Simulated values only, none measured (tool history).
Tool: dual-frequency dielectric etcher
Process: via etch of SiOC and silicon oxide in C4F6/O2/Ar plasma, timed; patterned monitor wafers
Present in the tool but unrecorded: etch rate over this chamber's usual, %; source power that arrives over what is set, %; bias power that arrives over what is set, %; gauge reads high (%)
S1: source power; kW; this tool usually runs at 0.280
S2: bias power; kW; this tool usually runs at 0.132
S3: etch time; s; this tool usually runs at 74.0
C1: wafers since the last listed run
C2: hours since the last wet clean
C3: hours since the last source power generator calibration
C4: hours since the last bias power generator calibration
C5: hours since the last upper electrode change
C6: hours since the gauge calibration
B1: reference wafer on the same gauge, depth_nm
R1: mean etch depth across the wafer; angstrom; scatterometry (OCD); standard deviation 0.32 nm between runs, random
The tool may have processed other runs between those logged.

{"run": 1, "day": 0.0, "S1": 0.28, "S2": 0.132, "S3": 89.0, "C1": 0, "C2": 527.8, "C3": 2049.3, "C4": 2899.0, "C5": 106.6, "C6": 549.9, "B1": 48.4, "R1": 693}
{"run": 2, "day": 1.854, "S1": 0.28, "S2": 0.12, "S3": 74.0, "C1": 335, "C2": 572.3, "C3": 2093.8, "C4": 2943.5, "C5": 151.1, "C6": 594.4, "B1": 48.3, "R1": 553}
{"run": 3, "day": 5.517, "S1": 0.28, "S2": 0.12, "S3": 74.0, "C1": 662, "C2": 660.2, "C3": 2181.7, "C4": 3031.4, "C5": 239.0, "C6": 682.3, "B1": 48.2, "R1": 548}
{"day": 10.133, "done": "wet clean of the chamber"}
{"run": 4, "day": 10.154, "S1": 0.28, "S2": 0.12, "S3": 74.0, "C1": 658, "C2": 0.5, "C3": 2293.0, "C4": 3142.7, "C5": 350.3, "C6": 793.6, "B1": 48.2, "R1": 556}
{"run": 5, "day": 13.796, "S1": 0.28, "S2": 0.132, "S3": 74.0, "C1": 658, "C2": 87.9, "C3": 2380.4, "C4": 3230.1, "C5": 437.7, "C6": 881.0, "B1": 48.3, "R1": 575}
{"run": 6, "day": 16.042, "S1": 0.28, "S2": 0.132, "S3": 74.0, "C1": 406, "C2": 141.8, "C3": 2434.3, "C4": 3284.0, "C5": 491.6, "C6": 934.9, "B1": 48.3, "R1": 570}
{"run": 7, "day": 18.608, "S1": 0.28, "S2": 0.132, "S3": 74.0, "C1": 464, "C2": 203.4, "C3": 2495.9, "C4": 3345.6, "C5": 553.2, "C6": 996.5, "B1": 48.3, "R1": 574}
{"run": 8, "day": 20.171, "S1": 0.28, "S2": 0.119, "S3": 74.0, "C1": 282, "C2": 240.9, "C3": 2533.4, "C4": 3383.1, "C5": 590.7, "C6": 1034.0, "B1": 48.2, "R1": 548}
{"run": 9, "day": 30.233, "S1": 0.28, "S2": 0.132, "S3": 74.0, "C1": 1820, "C2": 482.4, "C3": 2774.9, "C4": 3624.6, "C5": 832.2, "C6": 1275.5, "B1": 48.3, "R1": 569}
{"run": 10, "day": 33.704, "S1": 0.28, "S2": 0.15, "S3": 64.5, "C1": 628, "C2": 565.7, "C3": 2858.2, "C4": 3707.9, "C5": 915.5, "C6": 1358.8, "B1": 48.3, "R1": 522}
{"run": 11, "day": 35.442, "S1": 0.28, "S2": 0.164, "S3": 64.5, "C1": 314, "C2": 607.4, "C3": 2899.9, "C4": 3749.6, "C5": 957.2, "C6": 1400.5, "B1": 48.3, "R1": 540}
{"run": 12, "day": 39.554, "S1": 0.28, "S2": 0.112, "S3": 74.0, "C1": 744, "C2": 706.1, "C3": 2998.6, "C4": 3848.3, "C5": 1055.9, "C6": 1499.2, "B1": 48.3, "R1": 531}
{"day": 42.2, "done": "wet clean of the chamber"}
{"day": 44.446, "done": "bias power generator calibrated"}
{"run": 13, "day": 50.183, "S1": 0.22, "S2": 0.155, "S3": 66.0, "C1": 1712, "C2": 191.6, "C3": 3253.7, "C4": 137.7, "C5": 1311.0, "C6": 1754.3, "B1": 48.3, "R1": 508}
{"run": 14, "day": 54.512, "S1": 0.25, "S2": 0.132, "S3": 74.0, "C1": 783, "C2": 295.5, "C3": 3357.6, "C4": 241.6, "C5": 1414.9, "C6": 1858.2, "B1": 48.2, "R1": 563}
{"run": 15, "day": 58.988, "S1": 0.32, "S2": 0.132, "S3": 59.5, "C1": 809, "C2": 402.9, "C3": 3465.0, "C4": 349.0, "C5": 1522.3, "C6": 1965.6, "B1": 48.3, "R1": 489}
{"run": 16, "day": 61.604, "S1": 0.32, "S2": 0.132, "S3": 59.5, "C1": 473, "C2": 465.7, "C3": 3527.8, "C4": 411.8, "C5": 1585.1, "C6": 2028.4, "B1": 48.3, "R1": 492}
{"run": 17, "day": 64.2, "S1": 0.28, "S2": 0.101, "S3": 87.0, "C1": 469, "C2": 528.0, "C3": 3590.1, "C4": 474.1, "C5": 1647.4, "C6": 2090.7, "B1": 48.2, "R1": 612}
{"run": 18, "day": 66.796, "S1": 0.31, "S2": 0.122, "S3": 54.5, "C1": 469, "C2": 590.3, "C3": 3652.4, "C4": 536.4, "C5": 1709.7, "C6": 2153.0, "B1": 48.3, "R1": 429}
{"day": 69.721, "done": "wet clean of the chamber"}
{"run": 19, "day": 69.742, "S1": 0.28, "S2": 0.119, "S3": 74.0, "C1": 352, "C2": 0.5, "C3": 3723.1, "C4": 607.1, "C5": 1780.4, "C6": 2223.7, "B1": 48.3, "R1": 557}
{"run": 20, "day": 73.896, "S1": 0.26, "S2": 0.132, "S3": 96.0, "C1": 751, "C2": 100.2, "C3": 3822.8, "C4": 706.8, "C5": 1880.1, "C6": 2323.4, "B1": 48.3, "R1": 732}
{"day": 74.017, "done": "gauge calibrated"}
{"day": 75.117, "done": "upper electrode replaced"}
{"run": 21, "day": 77.833, "S1": 0.23, "S2": 0.122, "S3": 74.0, "C1": 531, "C2": 194.7, "C3": 3917.3, "C4": 801.3, "C5": 65.2, "C6": 91.6, "B1": 48.2, "R1": 525}
{"day": 78.025, "done": "source power generator calibrated"}
{"run": 22, "day": 81.025, "S1": 0.31, "S2": 0.157, "S3": 84.5, "C1": 547, "C2": 271.3, "C3": 72.0, "C4": 877.9, "C5": 141.8, "C6": 168.2, "B1": 48.3, "R1": 738}
{"run": 23, "day": 83.242, "S1": 0.28, "S2": 0.102, "S3": 74.0, "C1": 401, "C2": 324.5, "C3": 125.2, "C4": 931.1, "C5": 195.0, "C6": 221.4, "B1": 48.3, "R1": 524}
{"run": 24, "day": 86.508, "S1": 0.25, "S2": 0.132, "S3": 74.0, "C1": 591, "C2": 402.9, "C3": 203.6, "C4": 1009.5, "C5": 273.4, "C6": 299.8, "B1": 48.2, "R1": 560}
{"run": 25, "day": 90.721, "S1": 0.34, "S2": 0.106, "S3": 74.0, "C1": 762, "C2": 504.0, "C3": 304.7, "C4": 1110.6, "C5": 374.5, "C6": 400.9, "B1": 48.3, "R1": 575}
{"run": 26, "day": 93.704, "S1": 0.28, "S2": 0.132, "S3": 74.0, "C1": 539, "C2": 575.6, "C3": 376.3, "C4": 1182.2, "C5": 446.1, "C6": 472.5, "B1": 48.4, "R1": 582}
{"run": 27, "day": 96.325, "S1": 0.28, "S2": 0.132, "S3": 74.0, "C1": 474, "C2": 638.5, "C3": 439.2, "C4": 1245.1, "C5": 509.0, "C6": 535.4, "B1": 48.3, "R1": 579}
{"run": 28, "day": 98.683, "S1": 0.28, "S2": 0.153, "S3": 63.5, "C1": 426, "C2": 695.1, "C3": 495.8, "C4": 1301.7, "C5": 565.6, "C6": 592.0, "B1": 48.3, "R1": 528}
{"day": 100.775, "done": "wet clean of the chamber"}
{"run": 29, "day": 102.779, "S1": 0.28, "S2": 0.132, "S3": 74.0, "C1": 560, "C2": 48.1, "C3": 594.1, "C4": 1400.0, "C5": 663.9, "C6": 690.3, "B1": 48.4, "R1": 575}
{"run": 30, "day": 108.775, "S1": 0.28, "S2": 0.117, "S3": 74.0, "C1": 1084, "C2": 192.0, "C3": 738.0, "C4": 1543.9, "C5": 807.8, "C6": 834.2, "B1": 48.2, "R1": 555}

Each row is a separate what-if for the run after 30, all from the same tool condition, not one after another. Results?
{"run": "A", "day": 108.792, "S1": 0.28, "S2": 0.109, "S3": 74.0, "C1": 3, "C2": 192.4, "C3": 738.4, "C4": 1544.3, "C5": 808.2, "C6": 834.6, "B1": "?", "R1": "?"}
{"run": "B", "day": 108.792, "S1": 0.33, "S2": 0.132, "S3": 82.0, "C1": 3, "C2": 192.4, "C3": 738.4, "C4": 1544.3, "C5": 808.2, "C6": 834.6, "B1": "?", "R1": "?"}
{"run": "C", "day": 108.792, "S1": 0.28, "S2": 0.152, "S3": 74.0, "C1": 3, "C2": 192.4, "C3": 738.4, "C4": 1544.3, "C5": 808.2, "C6": 834.6, "B1": "?", "R1": "?"}
{"run": "D", "day": 108.792, "S1": 0.26, "S2": 0.132, "S3": 68.0, "C1": 3, "C2": 192.4, "C3": 738.4, "C4": 1544.3, "C5": 808.2, "C6": 834.6, "B1": "?", "R1": "?"}

run=A B1=48.3 R1=540
run=B B1=48.3 R1=686
run=C B1=48.3 R1=618
run=D B1=48.3 R1=522
What these runs would have given with no unlogged condition in the tool:
run=A R1=541
run=B R1=687
run=C R1=619
run=D R1=523
